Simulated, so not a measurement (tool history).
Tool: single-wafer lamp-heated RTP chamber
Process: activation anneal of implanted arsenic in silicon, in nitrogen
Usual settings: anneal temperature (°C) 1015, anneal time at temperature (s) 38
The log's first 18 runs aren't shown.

run,hour,anneal temperature (°C),anneal time at temperature (s),"read-back reference wafer on the same gauge, sheet resistance",sheet resistance of the implanted and annealed layer (ohm/square)
19,506.1,1015,38,317.01,282.16
# hour 524.8: gauge calibrated
20,538.2,990,32,317,288.36
21,563.8,1015,38,316.86,281.66
22,616.3,996,60,316.98,280.8
23,657.6,1015,38,317.05,280.88
24,676.9,1005,51,316.95,280.77
25,694.5,1023,17,317.04,285.76
# hour 706.5: pyrometer window cleaned and pyrometer calibrated
26,717.8,1028,45,317.09,278.83
# hour 729.7: reflector plate cleaned
27,752.3,1015,38,316.94,284.9
28,778.9,1032,38,317,280.3
29,804,1030,20,316.94,286.24
30,820.3,1035,17,316.96,287.28
31,840.9,1044,30,316.89,279.47
32,866.7,1028,38,316.98,280.32
33,899.4,1039,18,317.02,285.22
34,913.3,1015,38,317.01,282.86
# hour 1001.8: pyrometer window cleaned and pyrometer calibrated
35,1002.3,1015,38,317.06,283.85
36,1018,1015,38,316.94,284.45
37,1038.7,1015,38,316.84,283.41

Forecast each of these 4 alternatives for the next run:
A,1039.1,1004,38,?,?
B,1039.1,1003,17,?,?
C,1039.1,1004,15,?,?
D,1039.1,1032,16,?,?

run,"read-back reference wafer on the same gauge, sheet resistance",sheet resistance of the implanted and annealed layer (ohm/square)
A,317.09,286.01
B,317.09,291.45
C,317.09,292
D,317.09,287.64
Without the tool's hidden state the same runs would have given:
run,sheet resistance of the implanted and annealed layer (ohm/square)
A,287.6
B,292.5
C,293
D,289.02
